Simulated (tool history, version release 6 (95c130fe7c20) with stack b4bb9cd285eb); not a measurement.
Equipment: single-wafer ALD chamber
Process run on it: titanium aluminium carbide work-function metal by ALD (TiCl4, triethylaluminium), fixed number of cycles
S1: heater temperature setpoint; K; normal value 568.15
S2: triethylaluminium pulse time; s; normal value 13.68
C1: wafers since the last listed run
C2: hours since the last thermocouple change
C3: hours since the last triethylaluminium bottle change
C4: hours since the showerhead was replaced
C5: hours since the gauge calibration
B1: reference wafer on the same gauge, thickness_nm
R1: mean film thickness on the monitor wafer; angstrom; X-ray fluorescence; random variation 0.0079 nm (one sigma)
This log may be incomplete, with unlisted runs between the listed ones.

run,hour,S1,S2,C1,C2,C3,C4,C5,B1,R1
1,0.0,568.15,13.68,0,1196.6,447.8,5840.1,462.9,2.488,21.99
2,65.7,568.15,13.68,750,1262.3,513.5,5905.8,528.6,2.490,21.96
3,320.7,568.15,13.68,2913,1517.3,768.5,6160.8,783.6,2.488,21.97
4,413.6,556.15,13.68,1061,1610.2,861.4,6253.7,876.5,2.490,20.88
5,502.6,556.15,13.68,1016,1699.2,950.4,6342.7,965.5,2.490,20.70
6,562.3,568.15,13.68,682,1758.9,1010.1,6402.4,1025.2,2.490,22.15
7,618.9,568.15,13.68,646,1815.5,1066.7,6459.0,1081.8,2.489,22.11
8,690.9,568.15,13.68,822,1887.5,1138.7,6531.0,1153.8,2.489,21.93
9,759.2,577.15,13.68,780,1955.8,1207.0,6599.3,1222.1,2.490,23.05
10,850.5,577.15,13.68,1043,2047.1,1298.3,6690.6,1313.4,2.491,23.01
# hour 961.8: showerhead replaced
11,962.3,574.15,13.68,1186,2158.9,1410.1,0.5,1425.2,2.491,22.74
12,1016.5,574.15,13.68,619,2213.1,1464.3,54.7,1479.4,2.491,22.70
# hour 1086.7: thermocouple changed; heater temperature recalibrated
13,1113.8,568.15,13.68,1020,27.1,1561.6,152.0,1576.7,2.492,22.50
14,1191.4,577.15,13.68,886,104.7,1639.2,229.6,1654.3,2.489,23.62
15,1239.7,568.15,13.68,551,153.0,1687.5,277.9,1702.6,2.488,22.47
16,1299.3,562.15,10.46,680,212.6,1747.1,337.5,1762.2,2.489,20.77
17,1384.6,568.15,13.68,974,297.9,1832.4,422.8,1847.5,2.489,22.56
# hour 1404.9: triethylaluminium bottle replaced
# hour 1418.9: gauge calibrated
# hour 1436.7: thermocouple changed; heater temperature recalibrated, repeated, since the last time left the tool worse
18,1437.2,568.15,13.68,418,0.5,32.3,475.4,18.3,2.490,21.69
19,1483.1,578.15,8.28,524,46.4,78.2,521.3,64.2,2.491,18.15
20,1542.0,563.15,18.90,672,105.3,137.1,580.2,123.1,2.492,21.50
21,1617.3,568.15,17.21,860,180.6,212.4,655.5,198.4,2.490,21.96
22,1674.5,559.15,18.77,653,237.8,269.6,712.7,255.6,2.490,20.91
23,1712.8,568.15,13.68,437,276.1,307.9,751.0,293.9,2.489,21.84
24,1766.8,556.15,15.89,617,330.1,361.9,805.0,347.9,2.489,20.69
25,1821.8,581.15,9.70,628,385.1,416.9,860.0,402.9,2.489,21.16
26,1876.1,561.15,16.19,620,439.4,471.2,914.3,457.2,2.491,21.19

Consider 4 possible next runs. They are alternatives, not a sequence: every one starts from the tool as it was left by run 26. What does each give?
A,1876.5,573.15,13.68,4,439.8,471.6,914.7,457.6,?,?
B,1876.5,577.15,10.17,4,439.8,471.6,914.7,457.6,?,?
C,1876.5,575.15,16.13,4,439.8,471.6,914.7,457.6,?,?
D,1876.5,580.15,16.95,4,439.8,471.6,914.7,457.6,?,?

run,B1,R1
A,2.489,22.31
B,2.489,21.35
C,2.489,22.69
D,2.489,23.26
Without the tool's unlogged condition, the same runs would have read:
run,R1
A,22.14
B,21.19
C,22.52
D,23.09
